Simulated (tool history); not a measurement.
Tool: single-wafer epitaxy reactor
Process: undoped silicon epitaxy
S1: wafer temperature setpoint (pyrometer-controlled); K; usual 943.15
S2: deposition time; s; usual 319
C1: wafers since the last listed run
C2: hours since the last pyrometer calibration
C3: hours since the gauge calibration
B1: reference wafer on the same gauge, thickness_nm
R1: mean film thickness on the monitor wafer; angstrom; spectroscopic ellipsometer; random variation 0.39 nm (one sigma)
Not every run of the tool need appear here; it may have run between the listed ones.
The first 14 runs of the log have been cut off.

run	day	S1	S2	C1	C2	C3	B1	R1
# day 50.617: pyrometer calibrated
15	50.638	943.15	319	339	0.5	1822.9	82.654	981.11
16	54.871	943.15	319	382	102.1	1924.5	82.580	990.26
17	57.542	931.15	296	241	166.2	1988.6	82.497	736.45
18	60.467	943.15	319	264	236.4	2058.8	82.483	988.08
19	64.188	931.15	295	336	325.7	2148.1	82.617	738.87
20	65.871	954.15	260	152	366.1	2188.5	82.504	991.67
21	70.088	943.15	319	381	467.3	2289.7	82.530	995.57
22	71.883	933.15	347	162	510.4	2332.8	82.591	908.29
# day 72.900: pyrometer calibrated, repeated, since the last time left the tool worse
23	75.638	938.15	374	309	65.7	2422.9	82.511	945.07
24	78.567	943.15	287	264	136.0	2493.2	82.709	802.95
25	81.004	938.15	375	220	194.5	2551.7	82.417	963.96
26	83.779	948.15	298	251	261.1	2618.3	82.631	911.96
# day 86.896: gauge calibrated
27	87.150	943.15	319	304	342.0	6.1	82.619	900.55
28	90.912	943.15	319	340	432.3	96.4	82.592	904.14
29	93.700	943.15	343	252	499.2	163.3	82.601	978.70
30	97.583	934.15	271	351	592.4	256.5	82.550	655.60
31	101.158	958.15	319	323	678.2	342.3	82.547	1207.70
32	103.204	928.15	319	185	727.3	391.4	82.483	696.90
33	106.771	943.15	319	322	812.9	477.0	82.636	909.74
34	109.746	955.15	319	269	884.3	548.4	82.585	1143.30
35	111.838	951.15	378	189	934.5	598.6	82.748	1255.07

Forecast each of these 3 alternatives for the next run:
A	111.858	943.15	372	1	935.0	599.1	?	?
B	111.858	957.15	337	1	935.0	599.1	?	?
C	111.858	936.15	301	1	935.0	599.1	?	?

run	B1	R1
A	82.558	1070.10
B	82.558	1248.42
C	82.558	761.10
What these runs would have given with no unlogged condition in the tool:
run	R1
A	1032.80
B	1206.00
C	734.22
